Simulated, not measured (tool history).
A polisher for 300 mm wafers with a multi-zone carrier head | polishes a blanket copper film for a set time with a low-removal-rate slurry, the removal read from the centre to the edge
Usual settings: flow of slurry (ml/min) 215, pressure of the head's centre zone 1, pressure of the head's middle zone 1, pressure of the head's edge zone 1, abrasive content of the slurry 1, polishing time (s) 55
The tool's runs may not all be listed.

run   hour  flow of slurry (ml/min)  pressure of the head's centre zone  pressure of the head's middle zone  pressure of the head's edge zone  abrasive content of the slurry  polishing time (s)  wafers since the last listed run  wafers polished on this pad  hours since the slurry nozzle was cleaned  hours since the centre zone pressure was calibrated  hours since the edge zone pressure was calibrated  hours since the carrier head's membrane was replaced  incoming thickness of the incoming film, nm  film removed at the wafer's centre (Å)  film removed at mid-radius (Å)  film removed at the wafer's edge (Å)
  1      0                      215                                   1                                   1                                 1                               1                  55                                 0                          847                                      390.5                                               1131.1                                             1381.1                                                1263.4                                        716.2                                    2420                            2441                                  2396
  2     16                      215                                0.96                                   1                                 1                             0.8                  55                                87                          934                                      406.5                                               1147.1                                             1397.1                                                1279.4                                        731.8                                    2241                            2346                                  2331
  3   30.1                      215                                   1                                   1                                 1                               1                  55                                76                         1010                                      420.6                                               1161.2                                             1411.2                                                1293.5                                        711.7                                    2463                            2438                                  2417
  4   46.7                      215                                   1                                   1                                 1                               1                  55                                90                         1101                                      437.2                                               1177.8                                             1427.8                                                1310.1                                          725                                    2444                            2462                                  2353
  5   60.1                      215                                   1                                   1                                 1                               1                  55                                72                         1174                                      450.6                                               1191.2                                             1441.2                                                1323.5                                          730                                    2424                            2412                                  2340
  6   75.6                      215                                   1                                   1                                 1                               1                  55                                84                         1258                                      466.1                                               1206.7                                             1456.7                                                  1339                                        717.1                                    2444                            2445                                  2351
  7     89                      215                                   1                                   1                                 1                               1                  55                                72                         1331                                      479.5                                               1220.1                                             1470.1                                                1352.4                                        720.7                                    2427                            2428                                  2362
        92  -- edge zone pressure recalibrated
        94  -- worn pad replaced by a new one
  8  106.6                      215                                   1                                   1                                 1                               1                  55                                74                           68                                      497.1                                               1237.7                                               14.6                                                  1370                                          723                                    2449                            2411                                  2367
     113.2  -- slurry nozzle cleaned
  9  118.5                      270                                   1                                   1                                 1                               1                  42                                59                          127                                        5.3                                               1249.6                                               26.5                                                1381.9                                        705.8                                    1929                            1911                                  1847
 10  128.8                      215                                   1                                   1                                 1                               1                  55                                56                          183                                       15.6                                               1259.9                                               36.8                                                1392.2                                        728.4                                    2437                            2435                                  2396
 11  146.1                      260                                   1                                   1                               1.1                               1                  39                                94                          278                                       32.9                                               1277.2                                               54.1                                                1409.5                                        706.3                                    1771                            1777                                  1787
     156.1  -- carrier head's membrane replaced by a new one
 12  156.6                      270                                 1.1                                   1                               0.9                               1                  55                                29                          308                                       43.4                                               1287.7                                               64.6                                                   0.5                                        712.3                                    2786                            2485                                  2301
     163.6  -- centre zone pressure recalibrated
 13  168.4                      140                                   1                                   1                                 1                               1                  55                                53                          361                                       55.2                                                  4.8                                               76.4                                                  12.3                                        726.7                                    2238                            2269                                  2212
 14  180.7                      270                                   1                                   1                                 1                               1                  55                                66                          428                                       67.5                                                 17.1                                               88.7                                                  24.6                                        722.4                                    2513                            2452                                  2445
 15  196.3                      215                                   1                                   1                                 1                               1                  55                                84                          513                                       83.1                                                 32.7                                              104.3                                                  40.2                                        723.7                                    2461                            2424                                  2357
 16  205.2                      195                                   1                                   1                                 1                               1                  55                                48                          561                                         92                                                 41.6                                              113.2                                                  49.1                                        717.1                                    2402                            2370                                  2362

Hidden state at the last listed run before each entry between runs and at the first one after, where it differs:
Between runs 7 and 8: edge zone pressure recalibrated (hour 92); worn pad replaced by a new one (hour 94)
  no hidden state differs between the two runs
Between runs 8 and 9: slurry nozzle cleaned (hour 113.2)
  no hidden state differs between the two runs
Between runs 11 and 12: carrier head's membrane replaced by a new one (hour 156.1)
  no hidden state differs between the two runs
Between runs 12 and 13: centre zone pressure recalibrated (hour 163.6)
  no hidden state differs between the two runs

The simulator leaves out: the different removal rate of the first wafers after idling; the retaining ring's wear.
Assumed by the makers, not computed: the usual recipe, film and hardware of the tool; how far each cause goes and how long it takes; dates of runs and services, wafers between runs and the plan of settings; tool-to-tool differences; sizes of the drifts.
